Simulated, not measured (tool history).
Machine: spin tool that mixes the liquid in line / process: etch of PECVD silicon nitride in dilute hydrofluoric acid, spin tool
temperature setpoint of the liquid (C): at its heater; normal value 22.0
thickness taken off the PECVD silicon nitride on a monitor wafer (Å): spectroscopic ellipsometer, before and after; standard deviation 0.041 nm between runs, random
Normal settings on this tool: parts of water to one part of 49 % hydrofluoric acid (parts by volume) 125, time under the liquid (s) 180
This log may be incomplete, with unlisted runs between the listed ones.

run    hour  temperature setpoint of the liquid (C)  parts of water to one part of 49 % hydrofluoric acid (parts by volume)  time under the liquid (s)  wafers since the last listed run  hours since the thermometer was replaced  hours since the hydrofluoric acid flow meter was replaced  hours since the gauge calibration  read-back film thickness of the PECVD silicon nitride reference wafer, read on the same gauge (nm)  thickness taken off the PECVD silicon nitride on a monitor wafer (Å)
  1     0.0                                    20.0                                                                     125                        180                                 0                                     613.4                                                      524.8                              602.6                                                                                             140.009                                                                 37.38
  2   107.2                                    20.0                                                                     125                        180                               852                                     720.6                                                      632.0                              709.8                                                                                             140.052                                                                 37.35
      155.6  -- hydrofluoric acid flow meter replaced
  3   177.9                                    22.0                                                                     125                        180                               554                                     791.3                                                       22.3                              780.5                                                                                             140.015                                                                 42.58
  4   252.9                                    22.0                                                                      90                        180                               596                                     866.3                                                       97.3                              855.5                                                                                             140.032                                                                 56.91
  5   289.1                                    22.0                                                                      90                        180                               287                                     902.5                                                      133.5                              891.7                                                                                             139.987                                                                 58.92
  6   329.7                                    22.0                                                                      95                        220                               322                                     943.1                                                      174.1                              932.3                                                                                             140.009                                                                 67.40
  7   401.3                                    22.0                                                                     125                        180                               569                                    1014.7                                                      245.7                             1003.9                                                                                             140.008                                                                 41.97
      457.0  -- thermometer replaced
  8   501.3                                    22.0                                                                     125                        180                               787                                      44.3                                                      345.7                             1103.9                                                                                             139.996                                                                 44.86
  9   724.7                                    27.0                                                                     160                        210                              1775                                     267.7                                                      569.1                             1327.3                                                                                             140.005                                                                 54.87
      974.8  -- hydrofluoric acid flow meter replaced
 10  1014.9                                    22.0                                                                     125                        115                              2299                                     557.9                                                       40.1                             1617.5                                                                                             140.022                                                                 27.67
 11  1105.6                                    20.0                                                                     105                        225                               721                                     648.6                                                      130.8                             1708.2                                                                                             140.016                                                                 55.24
 12  1151.6                                    26.0                                                                      85                         90                               365                                     694.6                                                      176.8                             1754.2                                                                                             139.993                                                                 40.01
 13  1189.4                                    22.0                                                                     125                         90                               300                                     732.4                                                      214.6                             1792.0                                                                                             140.007                                                                 21.33
     1211.1  -- gauge calibrated
 14  1236.4                                    22.0                                                                     125                        180                               373                                     779.4                                                      261.6                               25.3                                                                                             139.990                                                                 42.55
 15  1321.8                                    24.0                                                                      80                        225                               678                                     864.8                                                      347.0                              110.7                                                                                             139.982                                                                 94.13
     1401.2  -- thermometer replaced
 16  1416.9                                    22.0                                                                     125                         90                               748                                      15.7                                                      442.1                              205.8                                                                                             139.979                                                                 22.42
 17  1463.7                                    22.0                                                                     155                        180                               372                                      62.5                                                      488.9                              252.6                                                                                             139.988                                                                 35.29
 18  1515.9                                    22.0                                                                      85                        220                               414                                     114.7                                                      541.1                              304.8                                                                                             140.033                                                                 78.66
 19  1567.7                                    24.5                                                                     125                        180                               411                                     166.5                                                      592.9                              356.6                                                                                             139.995                                                                 52.74
 20  1614.2                                    22.0                                                                     125                        265                               369                                     213.0                                                      639.4                              403.1                                                                                             139.965                                                                 64.08
     1653.3  -- hydrofluoric acid flow meter replaced
 21  1715.3                                    22.0                                                                     125                        180                               795                                     314.1                                                       62.0                              504.2                                                                                             139.995                                                                 43.16
 22  1793.3                                    22.0                                                                     140                        225                               620                                     392.1                                                      140.0                              582.2                                                                                             139.993                                                                 48.34
 23  1839.7                                    25.0                                                                     145                        285                               368                                     438.5                                                      186.4                              628.6                                                                                             140.026                                                                 72.11
 24  1899.4                                    22.0                                                                     125                        180                               474                                     498.2                                                      246.1                              688.3                                                                                             139.952                                                                 42.74
 25  2003.6                                    25.5                                                                     125                        180                               828                                     602.4                                                      350.3                              792.5                                                                                             140.003                                                                 53.41
 26  2048.5                                    18.0                                                                     125                        180                               356                                     647.3                                                      395.2                              837.4                                                                                             140.001                                                                 31.99
 27  2107.2                                    22.0                                                                      90                        115                               466                                     706.0                                                      453.9                              896.1                                                                                             139.994                                                                 37.27
     2380.3  -- thermometer replaced
 28  2397.2                                    19.0                                                                     125                        180                              2297                                      16.9                                                      743.9                             1186.1                                                                                             140.008                                                                 37.14
 29  2463.1                                    27.0                                                                      65                        180                               523                                      82.8                                                      809.8                             1252.0                                                                                             140.015                                                                121.05
 30  2537.5                                    23.5                                                                      70                        245                               591                                     157.2                                                      884.2                             1326.4                                                                                             140.000                                                                119.75
     2555.8  -- hydrofluoric acid flow meter replaced
 31  2631.0                                    22.0                                                                     125                        225                               735                                     250.7                                                       75.2                             1419.9                                                                                             140.004                                                                 54.98
 32  2697.5                                    25.0                                                                      75                        100                               528                                     317.2                                                      141.7                             1486.4                                                                                             140.010                                                                 49.81

Consider 4 possible next runs. They are alternatives, not a sequence: every one starts from the tool as it was left by run 32. What does each give?
  A  2698.0                                    17.5                                                                     125                        180                                 3                                     317.7                                                      142.2                             1486.9                                                                                                   ?                                                                     ?
  B  2698.0                                    26.5                                                                     185                        255                                 3                                     317.7                                                      142.2                             1486.9                                                                                                   ?                                                                     ?
  C  2698.0                                    24.0                                                                      85                        180                                 3                                     317.7                                                      142.2                             1486.9                                                                                                   ?                                                                     ?
  D  2698.0                                    24.5                                                                     125                        135                                 3                                     317.7                                                      142.2                             1486.9                                                                                                   ?                                                                     ?

run  read-back film thickness of the PECVD silicon nitride reference wafer, read on the same gauge (nm)  thickness taken off the PECVD silicon nitride on a monitor wafer (Å)
  A                                                                                             139.985                                                                 32.43
  B                                                                                             139.985                                                                 56.53
  C                                                                                             139.985                                                                 73.43
  D                                                                                             139.985                                                                 38.90
Had the tool no hidden state, the same runs would have come out as:
run  thickness taken off the PECVD silicon nitride on a monitor wafer (Å)
  A                                                                 33.27
  B                                                                 57.85
  C                                                                 75.26
  D                                                                 39.85
